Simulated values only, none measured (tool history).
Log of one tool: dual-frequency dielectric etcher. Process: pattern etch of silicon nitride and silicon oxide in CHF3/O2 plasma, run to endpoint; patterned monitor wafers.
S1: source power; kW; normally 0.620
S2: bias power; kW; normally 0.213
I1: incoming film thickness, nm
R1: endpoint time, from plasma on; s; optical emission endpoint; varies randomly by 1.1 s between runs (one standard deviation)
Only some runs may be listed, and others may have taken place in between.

run    hour     S1     S2     I1     R1
  1     0.0  0.620  0.187  283.7  173.1
  2    63.6  0.620  0.187  282.9  170.7
      101.8  -- wet clean of the chamber
  3   103.9  0.620  0.187  284.0  179.4
  4   200.0  0.620  0.213  281.8  168.7
  5   270.1  0.620  0.213  282.1  169.1
  6   309.4  0.620  0.245  284.5  162.8
  7   388.1  0.620  0.245  281.7  160.6
  8   472.8  0.620  0.245  283.8  161.4
  9   515.2  0.620  0.213  282.4  164.2
      582.9  -- wet clean of the chamber
 10   612.1  0.620  0.213  286.2  172.1
 11   654.7  0.620  0.213  283.6  168.2
      666.6  -- bias power generator calibrated
 12   707.6  0.620  0.213  283.6  167.8
 13   796.5  0.620  0.197  285.2  170.5
      952.4  -- upper electrode replaced
 14  1088.8  0.620  0.197  284.7  166.6
     1112.8  -- wet clean of the chamber
 15  1157.3  0.620  0.213  284.1  170.5
 16  1208.6  0.670  0.173  286.4  170.9
 17  1252.5  0.700  0.192  283.4  163.0
 18  1291.0  0.620  0.173  285.5  175.3
 19  1355.7  0.620  0.180  283.9  173.9
 20  1449.9  0.530  0.213  281.6  175.7
 21  1557.5  0.570  0.175  286.1  179.8
 22  1595.2  0.620  0.213  288.1  165.2
     1657.5  -- wet clean of the chamber
 23  1658.0  0.620  0.213  281.0  168.2
 24  1736.3  0.540  0.189  280.1  181.5
 25  1824.2  0.490  0.256  284.1  179.2
     1839.9  -- source power generator calibrated
 26  1912.7  0.620  0.172  282.5  174.7
 27  1950.1  0.620  0.213  283.6  166.8

Forecast run 28:
 28  1999.2  0.510  0.250  281.8   ?

R1: 171.8 s
With no hidden state in the tool, this same run would have given R1 178.7 s.

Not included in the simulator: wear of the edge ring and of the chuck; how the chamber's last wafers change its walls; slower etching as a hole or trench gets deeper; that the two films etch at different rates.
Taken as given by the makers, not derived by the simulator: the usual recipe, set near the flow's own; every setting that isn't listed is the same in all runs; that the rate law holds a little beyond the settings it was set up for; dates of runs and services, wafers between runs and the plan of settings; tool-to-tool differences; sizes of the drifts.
